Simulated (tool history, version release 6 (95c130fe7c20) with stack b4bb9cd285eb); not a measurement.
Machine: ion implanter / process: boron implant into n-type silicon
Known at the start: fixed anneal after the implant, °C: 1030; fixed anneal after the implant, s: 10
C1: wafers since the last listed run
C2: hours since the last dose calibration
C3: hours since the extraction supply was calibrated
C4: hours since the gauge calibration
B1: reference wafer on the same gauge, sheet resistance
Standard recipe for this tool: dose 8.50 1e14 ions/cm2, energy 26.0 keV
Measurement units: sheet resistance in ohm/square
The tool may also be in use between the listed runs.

{"run": 1, "hour": 0.0, "dose": 8.5, "energy": 26.0, "C1": 0, "C2": 2155.2, "C3": 5529.0, "C4": 227.1, "B1": 153.03, "sheet resistance": 131.73}
{"run": 2, "hour": 101.1, "dose": 8.5, "energy": 26.0, "C1": 956, "C2": 2256.3, "C3": 5630.1, "C4": 328.2, "B1": 152.91, "sheet resistance": 131.32}
{"run": 3, "hour": 160.2, "dose": 8.5, "energy": 26.0, "C1": 559, "C2": 2315.4, "C3": 5689.2, "C4": 387.3, "B1": 152.87, "sheet resistance": 130.88}
{"run": 4, "hour": 258.5, "dose": 8.5, "energy": 22.0, "C1": 930, "C2": 2413.7, "C3": 5787.5, "C4": 485.6, "B1": 153.03, "sheet resistance": 132.05}
{"hour": 291.6, "done": "Faraday cup replaced and dose calibrated"}
{"run": 5, "hour": 333.6, "dose": 8.5, "energy": 22.0, "C1": 635, "C2": 42.0, "C3": 5862.6, "C4": 560.7, "B1": 152.95, "sheet resistance": 129.84}
{"hour": 422.5, "done": "Faraday cup replaced and dose calibrated, repeated, since the last time left the tool worse"}
{"run": 6, "hour": 423.0, "dose": 8.5, "energy": 20.0, "C1": 770, "C2": 0.5, "C3": 5952.0, "C4": 650.1, "B1": 152.84, "sheet resistance": 138.73}
{"run": 7, "hour": 462.1, "dose": 8.5, "energy": 20.0, "C1": 370, "C2": 39.6, "C3": 5991.1, "C4": 689.2, "B1": 153.08, "sheet resistance": 138.21}
{"run": 8, "hour": 506.6, "dose": 10.21, "energy": 26.0, "C1": 421, "C2": 84.1, "C3": 6035.6, "C4": 733.7, "B1": 153.0, "sheet resistance": 115.84}
{"hour": 545.3, "done": "extraction supply calibrated"}
{"run": 9, "hour": 557.8, "dose": 7.86, "energy": 18.0, "C1": 408, "C2": 135.3, "C3": 12.5, "C4": 784.9, "B1": 152.95, "sheet resistance": 150.56}
{"hour": 604.9, "done": "gauge calibrated"}
{"run": 10, "hour": 647.1, "dose": 8.5, "energy": 28.5, "C1": 845, "C2": 224.6, "C3": 101.8, "C4": 42.2, "B1": 153.04, "sheet resistance": 134.93}
{"run": 11, "hour": 689.0, "dose": 7.49, "energy": 32.5, "C1": 396, "C2": 266.5, "C3": 143.7, "C4": 84.1, "B1": 152.9, "sheet resistance": 147.96}
{"run": 12, "hour": 762.2, "dose": 7.57, "energy": 18.0, "C1": 692, "C2": 339.7, "C3": 216.9, "C4": 157.3, "B1": 152.87, "sheet resistance": 155.14}
{"run": 13, "hour": 814.9, "dose": 8.5, "energy": 18.5, "C1": 498, "C2": 392.4, "C3": 269.6, "C4": 210.0, "B1": 153.16, "sheet resistance": 138.95}
{"run": 14, "hour": 880.8, "dose": 8.5, "energy": 26.0, "C1": 623, "C2": 458.3, "C3": 335.5, "C4": 275.9, "B1": 152.92, "sheet resistance": 135.93}

Predict each of these 3 candidate next runs independently; none follows another, all start after run 14:
{"run": "A", "hour": 881.2, "dose": 7.67, "energy": 26.0, "C1": 3, "C2": 458.7, "C3": 335.9, "C4": 276.3, "B1": "?", "sheet resistance": "?"}
{"run": "B", "hour": 881.2, "dose": 8.5, "energy": 21.5, "C1": 3, "C2": 458.7, "C3": 335.9, "C4": 276.3, "B1": "?", "sheet resistance": "?"}
{"run": "C", "hour": 881.2, "dose": 6.25, "energy": 26.0, "C1": 3, "C2": 458.7, "C3": 335.9, "C4": 276.3, "B1": "?", "sheet resistance": "?"}

run=A B1=153.01 sheet_resistance=148.23
run=B B1=153.01 sheet_resistance=137.91
run=C B1=153.01 sheet_resistance=176.51
What these runs would have given with no unlogged condition in the tool:
run=A sheet_resistance=148.04
run=B sheet_resistance=137.73
run=C sheet_resistance=176.28
